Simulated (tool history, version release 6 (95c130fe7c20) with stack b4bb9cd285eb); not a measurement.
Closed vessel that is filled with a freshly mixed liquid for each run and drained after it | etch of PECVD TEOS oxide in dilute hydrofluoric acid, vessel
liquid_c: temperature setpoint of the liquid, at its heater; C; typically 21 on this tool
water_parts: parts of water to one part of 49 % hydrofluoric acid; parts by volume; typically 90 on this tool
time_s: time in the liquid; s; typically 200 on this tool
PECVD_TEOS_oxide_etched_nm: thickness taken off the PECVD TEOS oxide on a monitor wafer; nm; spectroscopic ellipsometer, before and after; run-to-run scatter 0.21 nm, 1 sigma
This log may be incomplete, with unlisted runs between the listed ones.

run   hour  liquid_c  water_parts  time_s  read-back film thickness of the PECVD TEOS oxide reference wafer, read on the same gauge (nm)  PECVD_TEOS_oxide_etched_nm
  1      0        21           90     200                                                                                         129.99                       55.64
  2   26.9        21           90     200                                                                                         130.01                       55.91
  3   44.3        21          120     200                                                                                            130                       40.46
  4     73        21           65     200                                                                                         129.98                       79.42
  5   87.9        21           65     200                                                                                            130                       79.74
  6  107.5        21           65     200                                                                                            130                       79.73
  7  124.9      19.5           70     200                                                                                         129.98                       69.24
  8  152.5      19.5           70     200                                                                                         129.99                        69.5
  9  184.8      19.5           70     200                                                                                            130                       69.29
     192.6  -- gauge calibrated
 10  209.1      24.5          120     200                                                                                            130                       46.57
 11  233.9        21           90     120                                                                                            130                       33.52
 12  250.2        21          115     255                                                                                         129.99                       54.44
 13  264.9        21           90     200                                                                                            130                       56.03
     289.1  -- hydrofluoric acid flow meter replaced
 14    363        17           55     145                                                                                         129.98                       58.99
 15  387.7      19.5           90     200                                                                                         130.02                       53.25
     402.5  -- thermometer replaced
 16  414.4        25          120     310                                                                                         130.01                       68.55
 17  436.2      23.5          115      80                                                                                         129.99                       17.73
 18    470        21           90      95                                                                                         129.98                       25.05
 19  499.7        21           90     200                                                                                         129.98                       52.65
 20  532.6        21          135     200                                                                                            130                       33.43

Consider 4 possible next runs. They are alternatives, not a sequence: every one starts from the tool as it was left by run 20. What does each give?
  A  533.3        21           90     200                                                                                              ?                           ?
  B  533.3        17          105     285                                                                                              ?                           ?
  C  533.3      22.5          105     120                                                                                              ?                           ?
  D  533.3        21           90     160                                                                                              ?                           ?

run  read-back film thickness of the PECVD TEOS oxide reference wafer, read on the same gauge (nm)  PECVD_TEOS_oxide_etched_nm
  A                                                                                         129.99                       52.42
  B                                                                                         129.99                       53.36
  C                                                                                         129.99                       28.15
  D                                                                                         129.99                       41.94
Without the tool's hidden state the same runs would have given:
run  PECVD_TEOS_oxide_etched_nm
  A                          52
  B                       52.92
  C                       27.92
  D                        41.6
